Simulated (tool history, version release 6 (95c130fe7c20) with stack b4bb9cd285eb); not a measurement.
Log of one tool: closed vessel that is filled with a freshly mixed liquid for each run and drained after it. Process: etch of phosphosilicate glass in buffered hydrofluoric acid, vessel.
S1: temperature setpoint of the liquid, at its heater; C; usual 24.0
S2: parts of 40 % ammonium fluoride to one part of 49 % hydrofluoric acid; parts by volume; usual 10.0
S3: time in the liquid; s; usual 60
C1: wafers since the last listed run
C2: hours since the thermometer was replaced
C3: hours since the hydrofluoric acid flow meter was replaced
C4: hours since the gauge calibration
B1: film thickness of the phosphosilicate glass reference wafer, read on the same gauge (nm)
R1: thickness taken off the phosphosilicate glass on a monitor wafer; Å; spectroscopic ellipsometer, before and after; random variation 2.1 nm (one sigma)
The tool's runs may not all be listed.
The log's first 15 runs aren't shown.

Run 16, hour 183.8: usual settings but S1 28.5 C; C1 987; C2 65.4; C3 89.6; C4 248.9; B1 109.95. Result: R1 3880.8 Å.
Run 17, hour 201.6: usual settings; C1 1429; C2 83.2; C3 107.4; C4 266.7; B1 110.01. Result: R1 3062.1 Å.
Run 18, hour 219.1: usual settings but S1 21.0 C, S2 6.0 parts by volume, S3 95 s; C1 1405; C2 100.7; C3 124.9; C4 284.2; B1 109.95. Result: R1 6626.5 Å.
Run 19, hour 232.7: usual settings but S1 28.5 C, S2 6.5 parts by volume; C1 1092; C2 114.3; C3 138.5; C4 297.8; B1 109.97. Result: R1 5885.5 Å.
Run 20, hour 243.6: usual settings; C1 875; C2 125.2; C3 149.4; C4 308.7; B1 110.02. Result: R1 3041.1 Å.
Run 21, hour 253.5: usual settings but S2 11.5 parts by volume; C1 795; C2 135.1; C3 159.3; C4 318.6; B1 109.99. Result: R1 2671.9 Å.
Run 22, hour 267.5: usual settings but S3 30 s; C1 1124; C2 149.1; C3 173.3; C4 332.6; B1 109.96. Result: R1 1536.7 Å.
Run 23, hour 276.9: usual settings but S2 6.5 parts by volume, S3 45 s; C1 754; C2 158.5; C3 182.7; C4 342.0; B1 109.98. Result: R1 3406.9 Å.
At hour 284.1: gauge calibrated.
Run 24, hour 293.6: usual settings but S1 19.0 C, S2 6.5 parts by volume; C1 1341; C2 175.2; C3 199.4; C4 9.5; B1 109.96. Result: R1 3504.9 Å.

Run 25 comes next. What will it give?
Run 25, hour 303.0: usual settings but S1 21.5 C, S2 12.5 parts by volume; C1 754; C2 184.6; C3 208.8; C4 18.9; B1 ?. Result: R1 ?.

Run 25 gave B1 110.02, R1 2135.8 Å.
Without the tool's hidden state the same run would have given R1 2135.8 Å.
